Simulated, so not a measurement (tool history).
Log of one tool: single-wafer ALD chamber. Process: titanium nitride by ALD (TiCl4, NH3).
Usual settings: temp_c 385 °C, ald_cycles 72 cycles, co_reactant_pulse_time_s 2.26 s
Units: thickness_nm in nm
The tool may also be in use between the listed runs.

run   hour  temp_c  ald_cycles  co_reactant_pulse_time_s  read-back reference wafer on the same gauge, thickness_nm  thickness_nm
  1    0.0     385          72                      2.26                                                      1.567         1.478
  2    9.9     385          72                      2.26                                                      1.568         1.473
  3   19.1     385          68                      2.26                                                      1.570         1.395
  4   34.6     385          68                      2.26                                                      1.567         1.393
  5   40.6     385          72                      2.26                                                      1.565         1.472
  6   49.2     385          72                      2.26                                                      1.568         1.485
  7   58.7     385          72                      2.26                                                      1.567         1.480
  8   69.2     385          72                      2.26                                                      1.567         1.471
      80.0  -- thermocouple changed; heater temperature recalibrated
  9   80.5     380          72                      2.56                                                      1.564         1.479
 10   93.6     380          72                      2.56                                                      1.565         1.491
 11  105.5     385          72                      2.87                                                      1.565         1.495
 12  120.3     385          72                      2.26                                                      1.568         1.481
     132.4  -- gauge calibrated
 13  133.1     385          72                      2.26                                                      1.578         1.490
 14  145.5     396          78                      2.26                                                      1.578         1.622
 15  160.5     370          81                      2.26                                                      1.574         1.655
 16  176.8     372          61                      2.26                                                      1.572         1.245
     191.2  -- showerhead replaced
 17  191.7     385          72                      2.26                                                      1.571         1.484
 18  194.9     374          72                      2.26                                                      1.570         1.473
 19  217.6     372          64                      3.11                                                      1.568         1.336
 20  230.2     385          72                      2.26                                                      1.569         1.482
 21  241.5     396          85                      2.26                                                      1.566         1.748
 22  253.0     373          81                      2.26                                                      1.566         1.652

Forecast each of these 3 alternatives for the next run:
  A  253.6     390          72                      2.26                                                          ?             ?
  B  253.6     395          63                      2.87                                                          ?             ?
  C  253.6     385          77                      3.08                                                          ?             ?

run  read-back reference wafer on the same gauge, thickness_nm  thickness_nm
  A                                                      1.565         1.481
  B                                                      1.565         1.320
  C                                                      1.565         1.612
Without the tool's hidden state the same runs would have given:
run  thickness_nm
  A         1.495
  B         1.332
  C         1.626
